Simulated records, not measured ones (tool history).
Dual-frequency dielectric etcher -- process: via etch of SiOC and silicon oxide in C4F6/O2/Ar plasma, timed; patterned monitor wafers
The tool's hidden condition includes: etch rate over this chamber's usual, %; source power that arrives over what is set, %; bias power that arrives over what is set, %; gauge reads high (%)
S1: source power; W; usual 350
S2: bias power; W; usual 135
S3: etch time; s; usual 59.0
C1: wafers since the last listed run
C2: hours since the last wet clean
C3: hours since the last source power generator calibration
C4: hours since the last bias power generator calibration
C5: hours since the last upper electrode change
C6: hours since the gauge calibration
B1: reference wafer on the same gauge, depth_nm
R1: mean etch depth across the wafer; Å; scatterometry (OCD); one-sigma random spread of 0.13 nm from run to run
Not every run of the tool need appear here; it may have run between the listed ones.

{"run": 1, "day": 0.0, "S1": 330, "S2": 135, "S3": 69.0, "C1": 0, "C2": 0.5, "C3": 2814.1, "C4": 3332.2, "C5": 3600.8, "C6": 14.1, "B1": 61.2, "R1": 699}
{"run": 2, "day": 0.608, "S1": 330, "S2": 135, "S3": 69.0, "C1": 119, "C2": 15.1, "C3": 2828.7, "C4": 3346.8, "C5": 3615.4, "C6": 28.7, "B1": 61.1, "R1": 696}
{"run": 3, "day": 1.492, "S1": 350, "S2": 135, "S3": 51.0, "C1": 173, "C2": 36.3, "C3": 2849.9, "C4": 3368.0, "C5": 3636.6, "C6": 49.9, "B1": 61.1, "R1": 524}
{"run": 4, "day": 2.454, "S1": 350, "S2": 135, "S3": 51.0, "C1": 188, "C2": 59.4, "C3": 2873.0, "C4": 3391.1, "C5": 3659.7, "C6": 73.0, "B1": 61.1, "R1": 525}
{"run": 5, "day": 3.55, "S1": 350, "S2": 116, "S3": 59.0, "C1": 215, "C2": 85.7, "C3": 2899.3, "C4": 3417.4, "C5": 3686.0, "C6": 99.3, "B1": 61.2, "R1": 576}
{"run": 6, "day": 5.571, "S1": 350, "S2": 116, "S3": 59.0, "C1": 396, "C2": 134.2, "C3": 2947.8, "C4": 3465.9, "C5": 3734.5, "C6": 147.8, "B1": 61.2, "R1": 576}
{"run": 7, "day": 9.408, "S1": 350, "S2": 116, "S3": 59.0, "C1": 753, "C2": 226.3, "C3": 3039.9, "C4": 3558.0, "C5": 3826.6, "C6": 239.9, "B1": 61.3, "R1": 574}
{"run": 8, "day": 11.812, "S1": 410, "S2": 167, "S3": 68.5, "C1": 472, "C2": 284.0, "C3": 3097.6, "C4": 3615.7, "C5": 3884.3, "C6": 297.6, "B1": 61.3, "R1": 816}
{"run": 9, "day": 13.075, "S1": 370, "S2": 166, "S3": 76.0, "C1": 247, "C2": 314.3, "C3": 3127.9, "C4": 3646.0, "C5": 3914.6, "C6": 327.9, "B1": 61.3, "R1": 869}
{"day": 14.846, "done": "upper electrode replaced"}
{"run": 10, "day": 14.867, "S1": 350, "S2": 123, "S3": 76.0, "C1": 155, "C2": 357.3, "C3": 3170.9, "C4": 3689.0, "C5": 0.5, "C6": 370.9, "B1": 61.3, "R1": 760}
{"run": 11, "day": 15.0, "S1": 380, "S2": 161, "S3": 69.0, "C1": 26, "C2": 360.5, "C3": 3174.1, "C4": 3692.2, "C5": 3.7, "C6": 374.1, "B1": 61.3, "R1": 785}
{"run": 12, "day": 16.479, "S1": 350, "S2": 135, "S3": 59.0, "C1": 290, "C2": 396.0, "C3": 3209.6, "C4": 3727.7, "C5": 39.2, "C6": 409.6, "B1": 61.4, "R1": 610}
{"day": 16.733, "done": "source power generator calibrated"}
{"day": 17.604, "done": "wet clean of the chamber"}
{"run": 13, "day": 17.767, "S1": 390, "S2": 135, "S3": 49.5, "C1": 49, "C2": 3.9, "C3": 24.8, "C4": 3758.6, "C5": 70.1, "C6": 440.5, "B1": 61.3, "R1": 532}
{"run": 14, "day": 18.908, "S1": 270, "S2": 111, "S3": 69.0, "C1": 224, "C2": 31.3, "C3": 52.2, "C4": 3786.0, "C5": 97.5, "C6": 467.9, "B1": 61.4, "R1": 603}
{"run": 15, "day": 19.667, "S1": 350, "S2": 169, "S3": 59.0, "C1": 148, "C2": 49.5, "C3": 70.4, "C4": 3804.2, "C5": 115.7, "C6": 486.1, "B1": 61.3, "R1": 665}
{"run": 16, "day": 20.621, "S1": 370, "S2": 150, "S3": 74.0, "C1": 187, "C2": 72.4, "C3": 93.3, "C4": 3827.1, "C5": 138.6, "C6": 509.0, "B1": 61.4, "R1": 817}
{"day": 21.929, "done": "bias power generator calibrated"}
{"run": 17, "day": 21.95, "S1": 380, "S2": 135, "S3": 59.0, "C1": 228, "C2": 104.3, "C3": 125.2, "C4": 0.5, "C5": 170.5, "C6": 540.9, "B1": 61.5, "R1": 629}
{"run": 18, "day": 22.625, "S1": 350, "S2": 135, "S3": 54.5, "C1": 132, "C2": 120.5, "C3": 141.4, "C4": 16.7, "C5": 186.7, "C6": 557.1, "B1": 61.5, "R1": 564}
{"run": 19, "day": 23.883, "S1": 430, "S2": 135, "S3": 72.0, "C1": 247, "C2": 150.7, "C3": 171.6, "C4": 46.9, "C5": 216.9, "C6": 587.3, "B1": 61.5, "R1": 806}
{"run": 20, "day": 24.788, "S1": 270, "S2": 135, "S3": 71.5, "C1": 177, "C2": 172.4, "C3": 193.3, "C4": 68.6, "C5": 238.6, "C6": 609.0, "B1": 61.5, "R1": 676}
{"run": 21, "day": 25.354, "S1": 350, "S2": 135, "S3": 59.0, "C1": 111, "C2": 186.0, "C3": 206.9, "C4": 82.2, "C5": 252.2, "C6": 622.6, "B1": 61.5, "R1": 610}
{"run": 22, "day": 26.583, "S1": 350, "S2": 135, "S3": 59.0, "C1": 241, "C2": 215.5, "C3": 236.4, "C4": 111.7, "C5": 281.7, "C6": 652.1, "B1": 61.5, "R1": 612}
{"run": 23, "day": 27.85, "S1": 350, "S2": 161, "S3": 59.0, "C1": 248, "C2": 245.9, "C3": 266.8, "C4": 142.1, "C5": 312.1, "C6": 682.5, "B1": 61.5, "R1": 655}
{"run": 24, "day": 29.05, "S1": 350, "S2": 135, "S3": 59.0, "C1": 235, "C2": 274.7, "C3": 295.6, "C4": 170.9, "C5": 340.9, "C6": 711.3, "B1": 61.5, "R1": 613}
{"run": 25, "day": 29.621, "S1": 280, "S2": 150, "S3": 71.0, "C1": 112, "C2": 288.4, "C3": 309.3, "C4": 184.6, "C5": 354.6, "C6": 725.0, "B1": 61.5, "R1": 708}
{"run": 26, "day": 30.746, "S1": 350, "S2": 135, "S3": 59.0, "C1": 220, "C2": 315.4, "C3": 336.3, "C4": 211.6, "C5": 381.6, "C6": 752.0, "B1": 61.5, "R1": 614}
{"run": 27, "day": 31.808, "S1": 350, "S2": 135, "S3": 59.0, "C1": 208, "C2": 340.9, "C3": 361.8, "C4": 237.1, "C5": 407.1, "C6": 777.5, "B1": 61.6, "R1": 613}
{"run": 28, "day": 32.612, "S1": 350, "S2": 135, "S3": 59.0, "C1": 157, "C2": 360.2, "C3": 381.1, "C4": 256.4, "C5": 426.4, "C6": 796.8, "B1": 61.6, "R1": 614}
{"day": 34.075, "done": "wet clean of the chamber"}
{"run": 29, "day": 34.096, "S1": 420, "S2": 163, "S3": 72.0, "C1": 94, "C2": 0.5, "C3": 416.7, "C4": 292.0, "C5": 462.0, "C6": 832.4, "B1": 61.6, "R1": 858}
{"run": 30, "day": 34.338, "S1": 350, "S2": 169, "S3": 59.0, "C1": 47, "C2": 6.3, "C3": 422.5, "C4": 297.8, "C5": 467.8, "C6": 838.2, "B1": 61.6, "R1": 667}

Below are 4 alternative next runs, each starting from the tool's condition after run 30. Predict each:
{"run": "A", "day": 34.354, "S1": 350, "S2": 135, "S3": 59.0, "C1": 3, "C2": 6.7, "C3": 422.9, "C4": 298.2, "C5": 468.2, "C6": 838.6, "B1": "?", "R1": "?"}
{"run": "B", "day": 34.354, "S1": 320, "S2": 107, "S3": 66.5, "C1": 3, "C2": 6.7, "C3": 422.9, "C4": 298.2, "C5": 468.2, "C6": 838.6, "B1": "?", "R1": "?"}
{"run": "C", "day": 34.354, "S1": 320, "S2": 135, "S3": 44.5, "C1": 3, "C2": 6.7, "C3": 422.9, "C4": 298.2, "C5": 468.2, "C6": 838.6, "B1": "?", "R1": "?"}
{"run": "D", "day": 34.354, "S1": 260, "S2": 149, "S3": 42.0, "C1": 3, "C2": 6.7, "C3": 422.9, "C4": 298.2, "C5": 468.2, "C6": 838.6, "B1": "?", "R1": "?"}

run=A B1=61.7 R1=613
run=B B1=61.7 R1=612
run=C B1=61.7 R1=447
run=D B1=61.7 R1=407
With the hidden condition removed and each run's random variation left untouched, the same runs would have given:
run=A R1=608
run=B R1=606
run=C R1=444
run=D R1=404
